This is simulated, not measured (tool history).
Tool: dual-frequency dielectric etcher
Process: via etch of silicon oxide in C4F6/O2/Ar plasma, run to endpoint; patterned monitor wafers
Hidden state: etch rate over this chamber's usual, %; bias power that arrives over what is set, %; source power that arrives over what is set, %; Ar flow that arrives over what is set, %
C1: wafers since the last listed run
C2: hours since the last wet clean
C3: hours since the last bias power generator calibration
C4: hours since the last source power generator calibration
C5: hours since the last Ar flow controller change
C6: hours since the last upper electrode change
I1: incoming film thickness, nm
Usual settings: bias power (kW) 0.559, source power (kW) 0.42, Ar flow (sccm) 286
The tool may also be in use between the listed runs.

Run 1, hour 0: usual settings; C1 0; C2 188.5; C3 2334.4; C4 2180.7; C5 3603.3; C6 4823; I1 94.1. Result: endpoint time (s) 20.4.
Run 2, hour 39.2: usual settings; C1 584; C2 227.7; C3 2373.6; C4 2219.9; C5 3642.5; C6 4862.2; I1 95.3. Result: endpoint time (s) 20.8.
Run 3, hour 87.4: usual settings; C1 718; C2 275.9; C3 2421.8; C4 2268.1; C5 3690.7; C6 4910.4; I1 96.3. Result: endpoint time (s) 21.
Run 4, hour 139.6: usual settings; C1 778; C2 328.1; C3 2474; C4 2320.3; C5 3742.9; C6 4962.6; I1 95.4. Result: endpoint time (s) 20.8.
Run 5, hour 173.5: usual settings; C1 505; C2 362; C3 2507.9; C4 2354.2; C5 3776.8; C6 4996.5; I1 95.6. Result: endpoint time (s) 20.8.
Run 6, hour 203.9: usual settings; C1 453; C2 392.4; C3 2538.3; C4 2384.6; C5 3807.2; C6 5026.9; I1 94.7. Result: endpoint time (s) 20.7.
Run 7, hour 273: usual settings; C1 1030; C2 461.5; C3 2607.4; C4 2453.7; C5 3876.3; C6 5096; I1 94.3. Result: endpoint time (s) 20.7.
Run 8, hour 321: usual settings; C1 715; C2 509.5; C3 2655.4; C4 2501.7; C5 3924.3; C6 5144; I1 94.6. Result: endpoint time (s) 20.7.
Run 9, hour 362.7: usual settings; C1 621; C2 551.2; C3 2697.1; C4 2543.4; C5 3966; C6 5185.7; I1 94.8. Result: endpoint time (s) 20.8.
Run 10, hour 420.2: usual settings; C1 857; C2 608.7; C3 2754.6; C4 2600.9; C5 4023.5; C6 5243.2; I1 96.4. Result: endpoint time (s) 21.2.
At hour 467.3: wet clean of the chamber.
Run 11, hour 467.8: usual settings; C1 351; C2 0.5; C3 2802.2; C4 2648.5; C5 4071.1; C6 5290.8; I1 96.7. Result: endpoint time (s) 20.9.
At hour 493.7: upper electrode replaced, of another model than before.
Run 12, hour 526.9: usual settings; C1 523; C2 59.6; C3 2861.3; C4 2707.6; C5 4130.2; C6 33.2; I1 95.1. Result: endpoint time (s) 20.6.
Run 13, hour 558.5: usual settings; C1 471; C2 91.2; C3 2892.9; C4 2739.2; C5 4161.8; C6 64.8; I1 95.8. Result: endpoint time (s) 20.8.
Run 14, hour 605.3: usual settings; C1 697; C2 138; C3 2939.7; C4 2786; C5 4208.6; C6 111.6; I1 94.9. Result: endpoint time (s) 20.7.
At hour 639.4: source power generator calibrated.
Run 15, hour 661.5: usual settings but source power (kW) 0.38, Ar flow (sccm) 237; C1 778; C2 194.2; C3 2995.9; C4 22.1; C5 4264.8; C6 167.8; I1 94.9. Result: endpoint time (s) 20.4.
Run 16, hour 726.9: usual settings but source power (kW) 0.35, Ar flow (sccm) 355; C1 975; C2 259.6; C3 3061.3; C4 87.5; C5 4330.2; C6 233.2; I1 96.2. Result: endpoint time (s) 22.3.
Run 17, hour 767.4: usual settings; C1 603; C2 300.1; C3 3101.8; C4 128; C5 4370.7; C6 273.7; I1 96.3. Result: endpoint time (s) 21.
Run 18, hour 793.1: usual settings but bias power (kW) 0.693, source power (kW) 0.48; C1 383; C2 325.8; C3 3127.5; C4 153.7; C5 4396.4; C6 299.4; I1 96.4. Result: endpoint time (s) 19.6.
At hour 820.1: Ar flow controller replaced.
Run 19, hour 827.1: usual settings but bias power (kW) 0.609, source power (kW) 0.5; C1 417; C2 359.8; C3 3161.5; C4 187.7; C5 7; C6 333.4; I1 96.2. Result: endpoint time (s) 19.9.
Run 20, hour 856.4: usual settings; C1 436; C2 389.1; C3 3190.8; C4 217; C5 36.3; C6 362.7; I1 94.6. Result: endpoint time (s) 20.8.
At hour 916.8: bias power generator calibrated.
Run 21, hour 917.3: usual settings but source power (kW) 0.51, Ar flow (sccm) 238; C1 848; C2 450; C3 0.5; C4 277.9; C5 97.2; C6 423.6; I1 95.3. Result: endpoint time (s) 19.8.
Run 22, hour 970.3: usual settings but bias power (kW) 0.672, source power (kW) 0.33, Ar flow (sccm) 243; C1 790; C2 503; C3 53.5; C4 330.9; C5 150.2; C6 476.6; I1 94.9. Result: endpoint time (s) 20.3.
Run 23, hour 1005.4: usual settings but source power (kW) 0.35, Ar flow (sccm) 355; C1 523; C2 538.1; C3 88.6; C4 366; C5 185.3; C6 511.7; I1 95.5. Result: endpoint time (s) 22.3.
At hour 1070.9: wet clean of the chamber.
Run 24, hour 1071.4: usual settings but source power (kW) 0.5; C1 626; C2 0.5; C3 154.6; C4 432; C5 251.3; C6 577.7; I1 95.4. Result: endpoint time (s) 20.
Run 25, hour 1118.4: usual settings but bias power (kW) 0.472, source power (kW) 0.46, Ar flow (sccm) 308; C1 700; C2 47.5; C3 201.6; C4 479; C5 298.3; C6 624.7; I1 94.6. Result: endpoint time (s) 20.9.
Run 26, hour 1144.4: usual settings but source power (kW) 0.33; C1 387; C2 73.5; C3 227.6; C4 505; C5 324.3; C6 650.7; I1 95.4. Result: endpoint time (s) 21.3.
Run 27, hour 1185.7: usual settings; C1 615; C2 114.8; C3 268.9; C4 546.3; C5 365.6; C6 692; I1 95.4. Result: endpoint time (s) 20.7.
Run 28, hour 1241.4: usual settings but bias power (kW) 0.64, Ar flow (sccm) 356; C1 830; C2 170.5; C3 324.6; C4 602; C5 421.3; C6 747.7; I1 96.2. Result: endpoint time (s) 20.8.
Run 29, hour 1286.6: usual settings but Ar flow (sccm) 256; C1 673; C2 215.7; C3 369.8; C4 647.2; C5 466.5; C6 792.9; I1 96.6. Result: endpoint time (s) 20.5.
Run 30, hour 1323.5: usual settings; C1 550; C2 252.6; C3 406.7; C4 684.1; C5 503.4; C6 829.8; I1 95.5. Result: endpoint time (s) 20.7.

3 ways to go on from here, each from the tool as it stands after run 30. What would each give?
Run A, hour 1323.9: usual settings; C1 5; C2 253; C3 407.1; C4 684.5; C5 503.8; C6 830.2; I1 96.1. Result: endpoint time (s) ?.
Run B, hour 1323.9: usual settings but bias power (kW) 0.69; C1 5; C2 253; C3 407.1; C4 684.5; C5 503.8; C6 830.2; I1 96.1. Result: endpoint time (s) ?.
Run C, hour 1323.9: usual settings but source power (kW) 0.34; C1 5; C2 253; C3 407.1; C4 684.5; C5 503.8; C6 830.2; I1 96.1. Result: endpoint time (s) ?.

run  endpoint time (s)
  A               20.8
  B               19.9
  C               21.5
Without the tool's hidden state the same runs would have given:
run  endpoint time (s)
  A               20.7
  B               19.8
  C               21.3
